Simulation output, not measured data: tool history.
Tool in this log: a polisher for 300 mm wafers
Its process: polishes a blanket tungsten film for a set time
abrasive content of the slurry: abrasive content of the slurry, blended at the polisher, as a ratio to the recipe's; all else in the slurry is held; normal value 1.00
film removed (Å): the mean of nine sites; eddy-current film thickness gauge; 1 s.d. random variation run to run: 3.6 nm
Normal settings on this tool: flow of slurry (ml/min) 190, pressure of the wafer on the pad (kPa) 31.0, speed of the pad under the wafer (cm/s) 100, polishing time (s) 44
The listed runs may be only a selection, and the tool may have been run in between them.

run	hour	flow of slurry (ml/min)	pressure of the wafer on the pad (kPa)	speed of the pad under the wafer (cm/s)	abrasive content of the slurry	polishing time (s)	wafers since the last listed run	wafers polished on this pad	hours since the slurry nozzle was cleaned	hours since the head pressure was calibrated	hours since the slurry blender was calibrated	hours since the slurry got fresh peroxide	incoming thickness of the incoming film, nm	film removed (Å)
1	0.0	190	31.0	100	1.00	44	0	92	391.8	296.0	336.7	107.6	1534.4	2594
# hour 28.7: slurry blender recalibrated
2	56.4	190	31.0	100	1.00	44	471	564	448.2	352.4	27.7	164.0	1565.4	2533
# hour 125.2: slurry nozzle cleaned
3	125.7	190	31.0	100	1.00	44	592	1156	0.5	421.7	97.0	233.3	1537.8	2417
# hour 179.7: head pressure recalibrated
4	191.6	190	31.0	100	1.00	44	554	1710	66.4	11.9	162.9	299.2	1555.8	2370
5	253.1	190	31.0	108	1.00	32	533	2244	127.9	73.4	224.4	360.7	1545.8	1851
# hour 313.7: slurry tank refilled with fresh slurry and peroxide
6	336.4	190	31.0	108	1.00	32	713	2958	211.2	156.7	307.7	22.7	1525.1	2091
# hour 384.6: worn pad replaced by a new one
7	385.1	190	31.0	108	1.00	32	387	4	259.9	205.4	356.4	71.4	1570.1	2039
8	433.4	190	31.0	100	1.00	44	418	423	308.2	253.7	404.7	119.7	1536.8	2584
# hour 470.1: slurry blender recalibrated
9	490.4	190	31.0	100	1.00	44	477	900	365.2	310.7	20.3	176.7	1551.0	2455
# hour 560.5: slurry nozzle cleaned
10	584.4	190	31.0	100	1.00	44	806	1707	23.9	404.7	114.3	270.7	1550.0	2398
11	643.6	190	31.0	100	1.00	44	513	2220	83.1	463.9	173.5	329.9	1545.5	2385
12	697.3	190	31.0	100	1.00	44	465	2686	136.8	517.6	227.2	383.6	1542.7	2317
# hour 739.6: worn pad replaced by a new one
# hour 747.8: slurry tank refilled with fresh slurry and peroxide
13	782.2	190	31.0	126	1.00	34	693	360	221.7	602.5	312.1	34.4	1539.0	2630
# hour 806.7: head pressure recalibrated
# hour 827.1: slurry blender recalibrated
14	830.0	190	31.0	110	1.00	39	379	740	269.5	23.3	2.9	82.2	1561.1	2569
15	885.2	190	31.0	108	1.00	32	478	1219	324.7	78.5	58.1	137.4	1545.9	2006
16	928.5	190	31.0	100	1.00	51	375	1594	368.0	121.8	101.4	180.7	1537.6	2885
# hour 986.0: slurry nozzle cleaned
# hour 1110.0: worn pad replaced by a new one
# hour 1115.2: slurry tank refilled with fresh slurry and peroxide
# hour 1188.9: slurry blender recalibrated
17	1217.4	190	35.9	100	1.00	44	2436	905	231.4	410.7	28.5	102.2	1553.1	2860
18	1273.9	190	31.0	100	1.00	44	490	1396	287.9	467.2	85.0	158.7	1544.6	2501
19	1331.4	190	31.0	100	1.25	49	498	1894	345.4	524.7	142.5	216.2	1558.7	2879
# hour 1385.4: head pressure recalibrated
20	1409.0	190	31.0	100	1.00	44	655	2550	423.0	23.6	220.1	293.8	1581.3	2370
21	1453.4	250	31.0	100	1.00	53	385	2935	467.4	68.0	264.5	338.2	1525.0	2922
# hour 1491.0: slurry nozzle cleaned
22	1505.3	190	31.0	100	1.00	44	441	3377	14.3	119.9	316.4	390.1	1546.6	2346
# hour 1540.3: slurry tank refilled with fresh slurry and peroxide
# hour 1544.7: slurry blender recalibrated
# hour 1549.3: worn pad replaced by a new one
23	1591.5	190	41.4	82	1.00	44	686	366	100.5	206.1	46.8	51.2	1571.3	2844
24	1650.7	245	31.0	100	1.15	44	513	879	159.7	265.3	106.0	110.4	1528.5	2691
25	1728.3	225	31.0	124	1.10	54	673	1552	237.3	342.9	183.6	188.0	1551.7	3925

Hidden state at the last listed run before each entry between runs and at the first one after, where it differs:
From run 1 to run 2: slurry blender recalibrated (hour 28.7)
  peroxide lost from the slurry, %: 19.4 -> 24.6
  measured minus no-state result, film removed (Å): -228 -> -297
From run 2 to run 3: slurry nozzle cleaned (hour 125.2)
  peroxide lost from the slurry, %: 24.6 -> 28.6
  measured minus no-state result, film removed (Å): -297 -> -345
From run 3 to run 4: head pressure recalibrated (hour 179.7)
  peroxide lost from the slurry, %: 28.6 -> 30.9
  measured minus no-state result, film removed (Å): -345 -> -376
From run 5 to run 6: slurry tank refilled with fresh slurry and peroxide (hour 313.7)
  peroxide lost from the slurry, %: 32.2 -> 8.29
  measured minus no-state result, film removed (Å): -312 -> -70
From run 6 to run 7: worn pad replaced by a new one (hour 384.6)
  peroxide lost from the slurry, %: 8.29 -> 16.7
  measured minus no-state result, film removed (Å): -70 -> -150
From run 8 to run 9: slurry blender recalibrated (hour 470.1)
  peroxide lost from the slurry, %: 22.6 -> 27.3
  measured minus no-state result, film removed (Å): -272 -> -331
From run 9 to run 10: slurry nozzle cleaned (hour 560.5)
  peroxide lost from the slurry, %: 27.3 -> 31.9
  measured minus no-state result, film removed (Å): -331 -> -397
From run 12 to run 13: worn pad replaced by a new one (hour 739.6); slurry tank refilled with fresh slurry and peroxide (hour 747.8)
  peroxide lost from the slurry, %: 34.5 -> 7.63
  measured minus no-state result, film removed (Å): -429 -> -81
From run 13 to run 14: head pressure recalibrated (hour 806.7); slurry blender recalibrated (hour 827.1)
  peroxide lost from the slurry, %: 7.63 -> 15.2
  measured minus no-state result, film removed (Å): -81 -> -169
From run 16 to run 17: slurry nozzle cleaned (hour 986.0); worn pad replaced by a new one (hour 1110.0); slurry tank refilled with fresh slurry and peroxide (hour 1115.2); slurry blender recalibrated (hour 1188.9)
  peroxide lost from the slurry, %: 24.6 -> 19.3
  measured minus no-state result, film removed (Å): -338 -> -249
From run 19 to run 20: head pressure recalibrated (hour 1385.4)
  peroxide lost from the slurry, %: 28.2 -> 31.2
  measured minus no-state result, film removed (Å): -405 -> -382
From run 21 to run 22: slurry nozzle cleaned (hour 1491.0)
  peroxide lost from the slurry, %: 32.3 -> 33.2
  measured minus no-state result, film removed (Å): -493 -> -412
From run 22 to run 23: slurry tank refilled with fresh slurry and peroxide (hour 1540.3); slurry blender recalibrated (hour 1544.7); worn pad replaced by a new one (hour 1549.3)
  peroxide lost from the slurry, %: 33.2 -> 13.2
  measured minus no-state result, film removed (Å): -412 -> -160
